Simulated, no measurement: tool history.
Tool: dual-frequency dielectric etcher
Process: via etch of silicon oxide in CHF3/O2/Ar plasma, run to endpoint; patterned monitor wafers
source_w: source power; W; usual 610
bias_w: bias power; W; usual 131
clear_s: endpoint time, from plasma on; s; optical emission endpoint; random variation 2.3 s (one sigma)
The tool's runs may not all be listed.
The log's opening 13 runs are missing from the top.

run	hour	source_w	bias_w	incoming incoming film thickness, nm	clear_s
14	973.7	610	131	728.2	430.5
15	1031.9	500	106	723.8	517.9
16	1120.4	610	131	724.4	424.5
17	1178.4	610	105	731.6	488.4
# hour 1362.8: wet clean of the chamber
18	1476.2	610	122	734.5	447.1
19	1559.5	610	131	731.9	435
20	1601.8	720	108	717.1	441.7
21	1659.7	510	107	718.6	504.2
# hour 1670.9: source power generator calibrated
22	1719.1	610	131	717.4	415.2
23	1791.6	610	131	726.6	424.5
24	1845	550	162	720.6	392.1
# hour 1902.2: upper electrode replaced
# hour 1950: wet clean of the chamber
25	1950.5	660	117	722.2	429.9
26	2020.3	740	131	726.7	393.8
27	2070.7	490	160	731.2	420.3
28	2122.6	750	149	729.6	366
29	2207.9	690	120	730	421.7
30	2276.3	560	131	731.5	442.7
31	2359	610	131	720	421.4

Forecast run 32:
32	2422.1	610	131	724.8	?

clear_s: 425.8 s
Were there no unlogged condition in the tool, this run, its random variation unchanged, would have produced clear_s 423.3 s.

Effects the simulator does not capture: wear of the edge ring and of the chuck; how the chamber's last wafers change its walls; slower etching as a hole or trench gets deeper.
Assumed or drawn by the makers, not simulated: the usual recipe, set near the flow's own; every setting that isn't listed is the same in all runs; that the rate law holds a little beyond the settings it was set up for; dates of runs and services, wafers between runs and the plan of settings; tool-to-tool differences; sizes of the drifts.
